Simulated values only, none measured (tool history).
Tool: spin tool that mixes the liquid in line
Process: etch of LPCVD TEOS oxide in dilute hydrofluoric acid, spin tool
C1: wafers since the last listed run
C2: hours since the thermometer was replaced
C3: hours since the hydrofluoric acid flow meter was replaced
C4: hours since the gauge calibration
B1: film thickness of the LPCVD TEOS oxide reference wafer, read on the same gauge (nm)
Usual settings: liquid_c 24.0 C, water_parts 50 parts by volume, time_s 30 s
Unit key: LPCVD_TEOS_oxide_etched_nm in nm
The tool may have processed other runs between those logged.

Run 1, hour 0.0: usual settings; C1 0; C2 947.7; C3 361.4; C4 1188.5; B1 130.03. Result: LPCVD_TEOS_oxide_etched_nm 21.90 nm.
Run 2, hour 43.4: usual settings; C1 821; C2 991.1; C3 404.8; C4 1231.9; B1 130.00. Result: LPCVD_TEOS_oxide_etched_nm 21.79 nm.
Run 3, hour 92.3: usual settings; C1 926; C2 1040.0; C3 453.7; C4 1280.8; B1 130.00. Result: LPCVD_TEOS_oxide_etched_nm 21.33 nm.
At hour 174.1: hydrofluoric acid flow meter replaced.
Run 4, hour 196.2: usual settings; C1 1948; C2 1143.9; C3 22.1; C4 1384.7; B1 130.02. Result: LPCVD_TEOS_oxide_etched_nm 21.82 nm.
Run 5, hour 350.6: usual settings; C1 2923; C2 1298.3; C3 176.5; C4 1539.1; B1 130.01. Result: LPCVD_TEOS_oxide_etched_nm 21.97 nm.
Run 6, hour 482.0: usual settings; C1 2488; C2 1429.7; C3 307.9; C4 1670.5; B1 130.00. Result: LPCVD_TEOS_oxide_etched_nm 22.25 nm.
Run 7, hour 539.7: usual settings but water_parts 35 parts by volume; C1 1092; C2 1487.4; C3 365.6; C4 1728.2; B1 130.02. Result: LPCVD_TEOS_oxide_etched_nm 32.12 nm.
At hour 573.9: gauge calibrated.
Run 8, hour 636.8: usual settings but water_parts 35 parts by volume; C1 1838; C2 1584.5; C3 462.7; C4 62.9; B1 129.98. Result: LPCVD_TEOS_oxide_etched_nm 32.81 nm.
Run 9, hour 715.5: usual settings; C1 1490; C2 1663.2; C3 541.4; C4 141.6; B1 129.98. Result: LPCVD_TEOS_oxide_etched_nm 21.97 nm.
Run 10, hour 811.3: usual settings but liquid_c 19.5 C, water_parts 35 parts by volume; C1 1814; C2 1759.0; C3 637.2; C4 237.4; B1 130.00. Result: LPCVD_TEOS_oxide_etched_nm 26.88 nm.
At hour 852.1: hydrofluoric acid flow meter replaced.
At hour 1008.1: thermometer replaced.
Run 11, hour 1110.3: usual settings but liquid_c 29.0 C, water_parts 55 parts by volume, time_s 25 s; C1 5624; C2 102.2; C3 258.2; C4 536.4; B1 130.00. Result: LPCVD_TEOS_oxide_etched_nm 19.51 nm.
Run 12, hour 1202.5: usual settings but liquid_c 26.5 C, water_parts 65 parts by volume, time_s 20 s; C1 1746; C2 194.4; C3 350.4; C4 628.6; B1 129.99. Result: LPCVD_TEOS_oxide_etched_nm 11.88 nm.
Run 13, hour 1251.6: usual settings but liquid_c 29.0 C, water_parts 65 parts by volume, time_s 25 s; C1 929; C2 243.5; C3 399.5; C4 677.7; B1 130.01. Result: LPCVD_TEOS_oxide_etched_nm 16.31 nm.
Run 14, hour 1350.1: usual settings but liquid_c 25.5 C, water_parts 60 parts by volume, time_s 15 s; C1 1865; C2 342.0; C3 498.0; C4 776.2; B1 130.01. Result: LPCVD_TEOS_oxide_etched_nm 9.39 nm.
At hour 1402.1: hydrofluoric acid flow meter replaced.
Run 15, hour 1429.2: usual settings; C1 1479; C2 421.1; C3 27.1; C4 855.3; B1 129.99. Result: LPCVD_TEOS_oxide_etched_nm 21.13 nm.
Run 16, hour 1488.4: usual settings but liquid_c 19.0 C, water_parts 65 parts by volume, time_s 45 s; C1 1121; C2 480.3; C3 86.3; C4 914.5; B1 130.00. Result: LPCVD_TEOS_oxide_etched_nm 20.00 nm.
Run 17, hour 1571.4: usual settings; C1 1571; C2 563.3; C3 169.3; C4 997.5; B1 130.04. Result: LPCVD_TEOS_oxide_etched_nm 21.39 nm.
Run 18, hour 1666.0: usual settings; C1 1791; C2 657.9; C3 263.9; C4 1092.1; B1 130.00. Result: LPCVD_TEOS_oxide_etched_nm 22.15 nm.
Run 19, hour 1758.9: usual settings; C1 1759; C2 750.8; C3 356.8; C4 1185.0; B1 129.99. Result: LPCVD_TEOS_oxide_etched_nm 21.60 nm.

3 options for the next run, each taken on its own from the tool as it stands now. Forecast them:
Run A, hour 1759.3: usual settings; C1 7; C2 751.2; C3 357.2; C4 1185.4; B1 ?. Result: LPCVD_TEOS_oxide_etched_nm ?.
Run B, hour 1759.3: usual settings but time_s 45 s; C1 7; C2 751.2; C3 357.2; C4 1185.4; B1 ?. Result: LPCVD_TEOS_oxide_etched_nm ?.
Run C, hour 1759.3: usual settings but liquid_c 21.5 C, water_parts 35 parts by volume, time_s 45 s; C1 7; C2 751.2; C3 357.2; C4 1185.4; B1 ?. Result: LPCVD_TEOS_oxide_etched_nm ?.

run      B1  LPCVD_TEOS_oxide_etched_nm
  A  129.97                       21.76
  B  129.97                       32.64
  C  129.97                       42.87
Stripped of hidden state, with their random variation kept, the same runs would have yielded:
run  LPCVD_TEOS_oxide_etched_nm
  A                       20.90
  B                       31.35
  C                       41.13

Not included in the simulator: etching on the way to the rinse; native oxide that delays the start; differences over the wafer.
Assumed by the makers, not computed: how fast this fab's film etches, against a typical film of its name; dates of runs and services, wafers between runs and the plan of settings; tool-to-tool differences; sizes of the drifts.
